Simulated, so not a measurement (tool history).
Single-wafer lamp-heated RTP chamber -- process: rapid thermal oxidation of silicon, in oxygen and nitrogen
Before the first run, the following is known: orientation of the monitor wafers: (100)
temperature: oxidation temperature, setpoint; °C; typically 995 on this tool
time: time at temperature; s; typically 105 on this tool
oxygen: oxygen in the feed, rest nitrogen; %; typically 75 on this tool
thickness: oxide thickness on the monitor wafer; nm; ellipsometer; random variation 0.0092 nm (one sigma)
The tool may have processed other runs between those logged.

run    hour  temperature  time  oxygen  read-back reference wafer on the same gauge, thickness  thickness
  1       0          995   105      75                                                   5.259      6.142
  2    30.1         1018   105      75                                                   5.259      7.268
  3    61.3         1018   105      75                                                   5.259      7.295
  4      75         1018   105      75                                                   5.259      7.273
  5    90.4          995   105      75                                                   5.258      6.153
      111.7  -- pyrometer window cleaned and pyrometer calibrated
  6     114          995   105      75                                                   5.258      6.112
  7     145          995   105      75                                                   5.261      6.104
  8   158.2         1015   105      75                                                   5.259      7.066
  9   175.5         1015   105      75                                                    5.26      7.086
 10   282.4          995   105      75                                                   5.262      6.118
 11   305.7          995   105      75                                                    5.26      6.141
      311.3  -- gauge calibrated
      321.2  -- oxygen flow controller replaced
 12   365.8          995    69      75                                                   5.261      5.098
 13   378.3          995    69      75                                                    5.26      5.106
 14   405.3          995    69      75                                                   5.259      5.101
 15   419.5          995   105      75                                                   5.261      6.129
 16   442.6          995   105      75                                                    5.26       6.16
 17   457.5         1012   105      87                                                   5.261      7.352
 18   480.6          986   105      75                                                   5.259      5.748
 19     516          986   105      75                                                    5.26      5.761
 20   529.8          995   105      98                                                    5.26       6.77
 21   550.2          995    87      75                                                   5.262      5.655
 22   565.8         1004   133      98                                                    5.26      8.072
      613.2  -- pyrometer window cleaned and pyrometer calibrated
 23   644.6          974   133      86                                                   5.259      6.092
 24   663.9         1013   123      83                                                   5.261      7.762
 25   690.1          995    87      75                                                   5.257      5.626
 26   715.9         1017   105      75                                                    5.26      7.182
 27   751.8          995   105      75                                                   5.262      6.114
 28   777.1         1013   105      60                                                    5.26      6.464
 29   796.2          995   105      65                                                    5.26      5.827
 30   823.7          995   105      63                                                   5.259      5.757
 31   845.4          995   105      84                                                   5.259      6.392
 32   857.6          995   105      92                                                   5.258      6.602
 33   877.2         1021   129      98                                                    5.26      8.981
 34     898          995   105      75                                                    5.26      6.128
 35   926.6          978    64      65                                                   5.258      4.172
 36   947.3         1015   105      75                                                   5.259      7.101
 37   967.2          995    53      75                                                    5.26      4.553
 38   992.4          995   105      75                                                   5.261      6.137
 39  1023.7         1005   105      98                                                   5.259      7.292

A few steps of thickness between consecutive runs. Split each: what settings, incoming material and random variation would produce without the hidden state, and what is left over for the hidden state, along with gauge scatter present in only one of the two compared results (measured, and without hidden state):
Hidden state present: true wafer temperature minus pyrometer reading, K; deviation of the oxygen flow from its setpoint, %; gauge reads high (%).
Run 5 -> 6: pyrometer window cleaned and pyrometer calibrated. thickness -0.041 nm: hidden state -0.054, all else +0.013.
Run 21 -> 22: temperature 995 -> 1004, time 87 -> 133, oxygen 75 -> 98. thickness +2.417 nm: hidden state +0.022, all else +2.395.
Run 22 -> 23: temperature 1004 -> 974, oxygen 98 -> 86, pyrometer window cleaned and pyrometer calibrated. thickness -1.98 nm: hidden state -0.061, all else -1.919.
Run 33 -> 34: temperature 1021 -> 995, time 129 -> 105, oxygen 98 -> 75. thickness -2.853 nm: hidden state -0.011, all else -2.842.
Run 35 -> 36: temperature 978 -> 1015, time 64 -> 105, oxygen 65 -> 75. thickness +2.929 nm: hidden state +0.021, all else +2.908.
Run 36 -> 37: temperature 1015 -> 995, time 105 -> 53. thickness -2.548 nm: hidden state -0.015, all else -2.533.

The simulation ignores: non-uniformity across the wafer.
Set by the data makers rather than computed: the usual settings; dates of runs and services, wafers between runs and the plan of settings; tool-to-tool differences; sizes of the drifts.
